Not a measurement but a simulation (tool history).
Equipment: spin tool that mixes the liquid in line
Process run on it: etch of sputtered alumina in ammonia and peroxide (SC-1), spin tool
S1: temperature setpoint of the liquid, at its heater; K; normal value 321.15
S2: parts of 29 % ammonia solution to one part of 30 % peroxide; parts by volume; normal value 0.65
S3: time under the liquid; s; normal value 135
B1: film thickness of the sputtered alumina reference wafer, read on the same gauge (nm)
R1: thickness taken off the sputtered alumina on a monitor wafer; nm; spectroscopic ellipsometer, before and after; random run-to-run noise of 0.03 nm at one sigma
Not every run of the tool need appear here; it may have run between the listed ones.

run 1 hour=0 | S1=321.15 S2=0.65 S3=135 | B1=129.99 | R1=7.25
run 2 hour=56.2 | S1=321.15 S2=0.65 S3=135 | B1=130.01 | R1=7.22
run 3 hour=145.9 | S1=321.15 S2=0.65 S3=135 | B1=130.01 | R1=7.21
-- hour=160.7 thermometer replaced
run 4 hour=245.3 | S1=321.15 S2=0.65 S3=135 | B1=130.01 | R1=7.22
run 5 hour=329.5 | S1=321.15 S2=0.65 S3=135 | B1=129.96 | R1=7.25
run 6 hour=400.7 | S1=321.15 S2=0.5 S3=135 | B1=129.96 | R1=7.08
run 7 hour=465.4 | S1=321.15 S2=0.65 S3=135 | B1=130.04 | R1=7.22
run 8 hour=637 | S1=321.15 S2=0.75 S3=135 | B1=130.04 | R1=7.29
run 9 hour=690.5 | S1=321.15 S2=0.75 S3=135 | B1=130.02 | R1=7.33
run 10 hour=797.7 | S1=321.15 S2=0.75 S3=135 | B1=129.99 | R1=7.31
-- hour=822.3 heated supply line repaired
-- hour=851.8 ammonia flow meter replaced
-- hour=875.4 gauge calibrated
-- hour=885.6 new drum of ammonia solution connected
run 11 hour=887.2 | S1=321.15 S2=0.65 S3=135 | B1=129.97 | R1=7.18
run 12 hour=970 | S1=321.15 S2=0.65 S3=135 | B1=130.04 | R1=7.2
run 13 hour=1061.6 | S1=329.65 S2=0.65 S3=135 | B1=129.99 | R1=11.39
run 14 hour=1153.2 | S1=321.15 S2=0.65 S3=200 | B1=130.06 | R1=10.66
run 15 hour=1220.4 | S1=321.15 S2=0.65 S3=135 | B1=130.02 | R1=7.18
-- hour=1237.3 thermometer replaced
run 16 hour=1257.5 | S1=321.15 S2=0.9 S3=210 | B1=130.02 | R1=11.57
run 17 hour=1475.9 | S1=314.65 S2=0.75 S3=135 | B1=129.97 | R1=5.06
run 18 hour=1582.1 | S1=315.15 S2=0.4 S3=200 | B1=129.99 | R1=7.25
-- hour=1668.7 heated supply line repaired
run 19 hour=1677.1 | S1=318.15 S2=0.5 S3=190 | B1=130.06 | R1=8.44
run 20 hour=1725.9 | S1=330.15 S2=0.65 S3=135 | B1=129.98 | R1=11.79
run 21 hour=1789.9 | S1=326.15 S2=0.45 S3=115 | B1=130.06 | R1=7.77
run 22 hour=1845.6 | S1=321.15 S2=0.65 S3=135 | B1=130 | R1=7.18
run 23 hour=1894.8 | S1=321.15 S2=0.55 S3=135 | B1=130.02 | R1=7.14
-- hour=1898.2 new drum of ammonia solution connected
run 24 hour=1974.5 | S1=326.15 S2=0.35 S3=200 | B1=129.98 | R1=13.29
run 25 hour=2081.3 | S1=321.15 S2=0.65 S3=135 | B1=130 | R1=7.18

State the hidden condition of the tool at each of the runs:
liquid colder than its thermometer reads (K): 0 in every run
ammonia flow below the setpoint (%): 0 in every run
temperature lost on the way to the wafer (K): 0 in every run
ammonia solution weaker than its label (%): 0 in every run
gauge reads high (%): 0 in every run
